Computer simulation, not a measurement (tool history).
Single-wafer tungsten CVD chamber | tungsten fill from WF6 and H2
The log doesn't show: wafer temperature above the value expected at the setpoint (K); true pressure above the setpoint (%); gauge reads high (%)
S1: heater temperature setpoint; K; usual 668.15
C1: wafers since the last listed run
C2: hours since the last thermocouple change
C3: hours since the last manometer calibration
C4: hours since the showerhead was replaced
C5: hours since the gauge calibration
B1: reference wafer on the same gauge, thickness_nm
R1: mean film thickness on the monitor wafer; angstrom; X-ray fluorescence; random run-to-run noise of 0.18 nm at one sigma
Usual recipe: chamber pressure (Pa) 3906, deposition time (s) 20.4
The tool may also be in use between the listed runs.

Run 1, day 0: usual settings; C1 0; C2 1135.9; C3 694.1; C4 2267.2; C5 129.3; B1 57.658. Result: R1 504.81 angstrom.
Run 2, day 1.279: usual settings; C1 524; C2 1166.6; C3 724.8; C4 2297.9; C5 160; B1 57.737. Result: R1 507.16 angstrom.
Run 3, day 2.492: usual settings; C1 496; C2 1195.7; C3 753.9; C4 2327; C5 189.1; B1 57.694. Result: R1 505.81 angstrom.
Run 4, day 3.567: usual settings; C1 440; C2 1221.5; C3 779.7; C4 2352.8; C5 214.9; B1 57.793. Result: R1 506.37 angstrom.
Run 5, day 4.45: usual settings; C1 361; C2 1242.7; C3 800.9; C4 2374; C5 236.1; B1 57.697. Result: R1 507.97 angstrom.
Run 6, day 5.588: usual settings but deposition time (s) 22.6; C1 466; C2 1270; C3 828.2; C4 2401.3; C5 263.4; B1 57.702. Result: R1 558.38 angstrom.
Run 7, day 6.4: usual settings but deposition time (s) 22.6; C1 332; C2 1289.5; C3 847.7; C4 2420.8; C5 282.9; B1 57.752. Result: R1 559.01 angstrom.
Run 8, day 7.029: usual settings but deposition time (s) 22.6; C1 257; C2 1304.6; C3 862.8; C4 2435.9; C5 298; B1 57.649. Result: R1 562.97 angstrom.
Run 9, day 7.775: usual settings; C1 305; C2 1322.5; C3 880.7; C4 2453.8; C5 315.9; B1 57.746. Result: R1 507.06 angstrom.
At day 8.362: thermocouple changed; heater temperature recalibrated.
At day 9.104: showerhead replaced.
Run 10, day 9.254: usual settings; C1 332; C2 21.4; C3 916.2; C4 3.6; C5 351.4; B1 57.665. Result: R1 506.8 angstrom.
Run 11, day 10.012: usual settings but S1 659.15 K; C1 310; C2 39.6; C3 934.4; C4 21.8; C5 369.6; B1 57.716. Result: R1 437.54 angstrom.
Run 12, day 10.871: usual settings but S1 659.15 K; C1 351; C2 60.2; C3 955; C4 42.4; C5 390.2; B1 57.711. Result: R1 438.27 angstrom.
Run 13, day 11.688: usual settings but S1 659.15 K; C1 334; C2 79.8; C3 974.6; C4 62; C5 409.8; B1 57.656. Result: R1 431.04 angstrom.
Run 14, day 12.346: usual settings but S1 677.15 K, chamber pressure (Pa) 4866, deposition time (s) 24.4; C1 269; C2 95.6; C3 990.4; C4 77.8; C5 425.6; B1 57.717. Result: R1 757.18 angstrom.
Run 15, day 13.225: usual settings; C1 360; C2 116.7; C3 1011.5; C4 98.9; C5 446.7; B1 57.649. Result: R1 506.06 angstrom.
Run 16, day 14.083: usual settings but S1 680.15 K, chamber pressure (Pa) 4426, deposition time (s) 16.4; C1 351; C2 137.3; C3 1032.1; C4 119.5; C5 467.3; B1 57.747. Result: R1 516.78 angstrom.
At day 15.612: capacitance manometer re-zeroed and calibrated.
Run 17, day 15.633: usual settings but S1 663.15 K, chamber pressure (Pa) 4360, deposition time (s) 23.1; C1 498; C2 174.5; C3 0.5; C4 156.7; C5 504.5; B1 57.715. Result: R1 566.87 angstrom.
Run 18, day 16.067: usual settings but S1 680.15 K, chamber pressure (Pa) 4426, deposition time (s) 16.4; C1 177; C2 184.9; C3 10.9; C4 167.1; C5 514.9; B1 57.704. Result: R1 529.07 angstrom.
Run 19, day 16.804: usual settings but S1 661.15 K, chamber pressure (Pa) 3053, deposition time (s) 18; C1 302; C2 202.6; C3 28.6; C4 184.8; C5 532.6; B1 57.636. Result: R1 375.78 angstrom.
At day 17.4: gauge calibrated.
Run 20, day 17.5: usual settings; C1 285; C2 219.3; C3 45.3; C4 201.5; C5 2.4; B1 57.687. Result: R1 519.31 angstrom.
Run 21, day 18.562: usual settings but S1 659.15 K, deposition time (s) 21.8; C1 435; C2 244.8; C3 70.8; C4 227; C5 27.9; B1 57.739. Result: R1 476.56 angstrom.
Run 22, day 19.192: usual settings but chamber pressure (Pa) 4720; C1 257; C2 259.9; C3 85.9; C4 242.1; C5 43; B1 57.786. Result: R1 554.01 angstrom.
Run 23, day 19.862: usual settings but chamber pressure (Pa) 4866, deposition time (s) 17.3; C1 274; C2 276; C3 102; C4 258.2; C5 59.1; B1 57.709. Result: R1 475.56 angstrom.
Run 24, day 20.529: usual settings but S1 662.15 K, deposition time (s) 18.7; C1 273; C2 292; C3 118; C4 274.2; C5 75.1; B1 57.681. Result: R1 428.59 angstrom.
Run 25, day 21.1: usual settings; C1 233; C2 305.7; C3 131.7; C4 287.9; C5 88.8; B1 57.65. Result: R1 518.09 angstrom.
Run 26, day 22.121: usual settings but S1 653.15 K, chamber pressure (Pa) 4813, deposition time (s) 16.5; C1 418; C2 330.2; C3 156.2; C4 312.4; C5 113.3; B1 57.662. Result: R1 347.99 angstrom.

How would selected steps in R1 from run to run divide? Give the signed amount a tool lacking its hidden state would still show from settings, what came in and random variation, and the signed amount left for the hidden state, including any gauge scatter that is not in both of the compared results.
Run 13 -> 14: S1 659.15 -> 677.15, chamber pressure (Pa) 3906 -> 4866, deposition time (s) 20.4 -> 24.4. R1 +326.14 angstrom: hidden state -9.16, all else +335.3.
Run 14 -> 15: S1 677.15 -> 668.15, chamber pressure (Pa) 4866 -> 3906, deposition time (s) 24.4 -> 20.4. R1 -251.12 angstrom: hidden state +6.89, all else -258.01.
Run 16 -> 17: S1 680.15 -> 663.15, chamber pressure (Pa) 4426 -> 4360, deposition time (s) 16.4 -> 23.1, capacitance manometer re-zeroed and calibrated. R1 +50.09 angstrom: hidden state +15.76, all else +34.33.
